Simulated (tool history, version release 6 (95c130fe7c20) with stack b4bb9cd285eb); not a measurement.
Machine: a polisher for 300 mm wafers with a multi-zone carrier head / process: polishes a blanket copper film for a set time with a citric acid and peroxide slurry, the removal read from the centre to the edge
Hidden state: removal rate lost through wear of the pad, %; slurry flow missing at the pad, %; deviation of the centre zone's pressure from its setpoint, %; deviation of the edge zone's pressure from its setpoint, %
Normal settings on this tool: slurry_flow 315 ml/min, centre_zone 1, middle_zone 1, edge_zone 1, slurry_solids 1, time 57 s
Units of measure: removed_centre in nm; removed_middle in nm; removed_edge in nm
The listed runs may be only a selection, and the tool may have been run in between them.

run,day,slurry_flow,centre_zone,middle_zone,edge_zone,slurry_solids,time,wafers since the last listed run,wafers polished on this pad,hours since the slurry nozzle was cleaned,hours since the centre zone pressure was calibrated,hours since the edge zone pressure was calibrated,hours since the carrier head's membrane was replaced,"incoming thickness of the incoming film, nm",removed_centre,removed_middle,removed_edge
1,0,315,1,0.95,1.1,0.85,57,0,914,364.5,287.2,1081.6,338.5,1087.2,102.6,100.5,110.7
2,1.733,315,1,1,0.96,1,57,471,1385,406.1,328.8,1123.2,380.1,1095.7,109.8,110.1,110.8
3,2.938,315,1,1,1,1,57,327,1713,435,357.7,1152.1,409,1103,107.3,109,111.1
4,4.133,250,1.04,1,1.1,0.7,57,325,2038,463.7,386.4,1180.8,437.7,1105,96,94.2,101.4
5,6.85,395,1,1,1,1.2,57,738,2777,528.9,451.6,1246,502.9,1098.3,115.2,116.8,119.7
6,8.108,315,1,1,1,1,46,342,3120,559.1,481.8,1276.2,533.1,1105.9,88.3,85.4,89.9
7,10.15,315,1,1,1,0.8,69,555,3675,608.1,530.8,1325.2,582.1,1107.3,121.3,122.5,123.6
8,12.775,420,1,0.96,1,1,69,714,4389,671.1,593.8,1388.2,645.1,1088.3,132.2,130.2,134.3
# day 12.992: worn pad replaced by a new one
# day 13.512: edge zone pressure recalibrated
9,15.488,315,1,1.1,1,1.1,57,669,656,736.2,658.9,47.4,710.2,1098.3,110.2,117,113.7
10,17.829,255,1,1,1,1,76,636,1293,792.4,715.1,103.6,766.4,1090.9,137.9,142.9,145.6
# day 18.296: slurry nozzle cleaned
11,19.788,315,1,1,1,1,57,521,1814,35.8,762.1,150.6,813.4,1102.9,109.4,109.5,112.9
12,20.867,365,1,1,1.05,1,57,293,2108,61.7,788,176.5,839.3,1110.6,110,112.5,115.4
13,23.862,315,1.11,1.09,1.04,1.2,57,814,2923,133.6,859.9,248.4,911.2,1118.5,125.2,120.3,120
14,26.225,420,1,0.96,1,1,69,642,3566,190.3,916.6,305.1,967.9,1081.5,135.7,126.5,137
15,28.067,385,1,0.95,1,1,57,500,4067,234.5,960.8,349.3,1012.1,1090.1,111.4,103.4,114.2
16,29.371,315,1,1.03,0.92,1,39,354,4421,265.8,992.1,380.6,1043.4,1101.3,73.8,74.5,74.1
17,30.504,385,1,1,1.11,1,64,308,4730,293,1019.3,407.8,1070.6,1114.4,123.9,121.6,136.1
# day 31.275: centre zone pressure recalibrated
# day 31.879: worn pad replaced by a new one
18,31.921,315,1,1,1,1,57,317,10,327,15.5,441.8,1104.6,1087.6,109.4,108.1,113
19,34.338,315,1.06,0.91,1.09,1,67,657,668,385,73.5,499.8,1162.6,1102.2,133.8,120.9,138.1
20,37.233,315,1,1,1,1,57,787,1455,454.5,143,569.3,1232.1,1098.2,106.3,106.7,111.6
21,38.479,345,0.93,1,1,1,66,338,1794,484.4,172.9,599.2,1262,1080.8,119.4,124.4,129.8
22,41.35,315,1,1,0.89,1.3,43,780,2575,553.3,241.8,668.1,1330.9,1104.9,88.3,90.3,87.1

Across each entry between runs, compare the hidden state at the last listed run before it with the hidden state at the first listed run after it:
After run 8, before run 9: worn pad replaced by a new one (day 12.992); edge zone pressure recalibrated (day 13.512)
  slurry flow missing at the pad, %: 33.5 -> 40.1
  measured value less the no-hidden-state value, removed_centre: -2.4 -> -2.9 nm; removed_middle: -2.1 -> -2.8 nm; removed_edge: -1.6 -> -2 nm
After run 10, before run 11: slurry nozzle cleaned (day 18.296)
  slurry flow missing at the pad, %: 46.3 -> 3.67
  measured value less the no-hidden-state value, removed_centre: -4.9 -> -0.3 nm; removed_middle: -4.5 -> -0.2 nm; removed_edge: -3.5 -> -0.2 nm
After run 17, before run 18: centre zone pressure recalibrated (day 31.275); worn pad replaced by a new one (day 31.879)
  slurry flow missing at the pad, %: 9.72 -> 11.2
  measured value less the no-hidden-state value, removed_centre: -0.6 -> -0.6 nm; removed_middle: -0.5 -> -0.6 nm; removed_edge: -0.5 -> -0.5 nm
